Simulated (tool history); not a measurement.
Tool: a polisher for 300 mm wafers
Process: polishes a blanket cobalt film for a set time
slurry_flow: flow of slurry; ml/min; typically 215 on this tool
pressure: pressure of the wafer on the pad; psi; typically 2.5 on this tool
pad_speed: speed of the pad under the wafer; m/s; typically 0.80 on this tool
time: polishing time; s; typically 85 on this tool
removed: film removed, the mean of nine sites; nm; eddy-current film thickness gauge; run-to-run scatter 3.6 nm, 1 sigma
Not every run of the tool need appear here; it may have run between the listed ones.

run	hour	slurry_flow	pressure	pad_speed	time	incoming thickness of the incoming film, nm	removed
1	0.0	215	2.2	0.88	85	1476.5	421.3
# hour 28.0: worn pad replaced by a new one
2	28.5	215	2.2	0.88	85	1455.2	451.4
3	37.4	215	2.2	0.88	85	1472.8	445.7
4	44.0	215	2.5	0.80	104	1458.9	540.1
5	61.6	215	2.5	0.80	104	1437.3	527.7
6	77.1	215	2.5	0.80	104	1473.0	528.1
7	91.8	215	2.5	0.80	85	1461.4	431.1
8	107.9	245	2.5	0.80	85	1466.5	429.7
9	125.0	245	2.5	0.80	85	1462.2	424.6
10	132.2	245	2.5	0.80	85	1443.2	418.9
11	153.8	200	2.5	0.80	95	1465.0	445.4
12	160.4	200	2.5	0.80	95	1475.9	436.3
13	169.9	200	2.5	0.80	95	1480.2	438.7
14	178.4	215	2.5	0.80	85	1450.0	389.7
# hour 189.5: worn pad replaced by a new one
15	191.9	215	2.5	0.80	85	1450.0	429.1
16	208.1	215	2.5	0.80	85	1471.6	425.1
# hour 210.8: slurry nozzle cleaned
17	218.7	185	2.2	0.60	85	1453.0	318.3
18	230.4	215	3.2	0.96	100	1460.2	750.0
19	244.6	215	2.5	0.80	104	1459.5	556.7
20	250.9	215	2.5	0.80	85	1491.8	448.9
21	262.5	175	1.9	0.80	85	1469.7	367.0
22	275.2	215	2.5	0.80	85	1464.6	440.7
23	290.3	195	3.3	0.94	71	1475.2	508.6
# hour 297.4: head pressure recalibrated
24	299.9	215	3.2	0.66	101	1468.6	504.9
25	307.1	215	2.9	0.80	85	1453.4	474.1
26	322.5	215	2.5	0.80	85	1459.4	425.1
27	340.5	215	2.8	0.80	113	1487.2	607.7
28	356.2	215	2.5	0.80	85	1478.7	415.4
# hour 360.8: worn pad replaced by a new one
29	372.4	215	3.2	0.80	70	1450.7	436.3
30	414.3	185	2.8	1.08	94	1472.7	680.0
31	431.7	185	2.5	1.04	75	1466.6	478.4
32	446.4	215	2.5	0.80	85	1455.7	437.5

3 ways to go on from here, each from the tool as it stands after run 32. What would each give?
A	446.8	215	2.5	0.80	85	1449.9	?
B	446.8	215	2.5	0.80	77	1449.9	?
C	446.8	265	2.5	0.80	85	1449.9	?

run	removed
A	435.2
B	394.2
C	448.9
Had the tool no hidden state, the same runs would have come out as:
run	removed
A	478.3
B	433.3
C	490.4
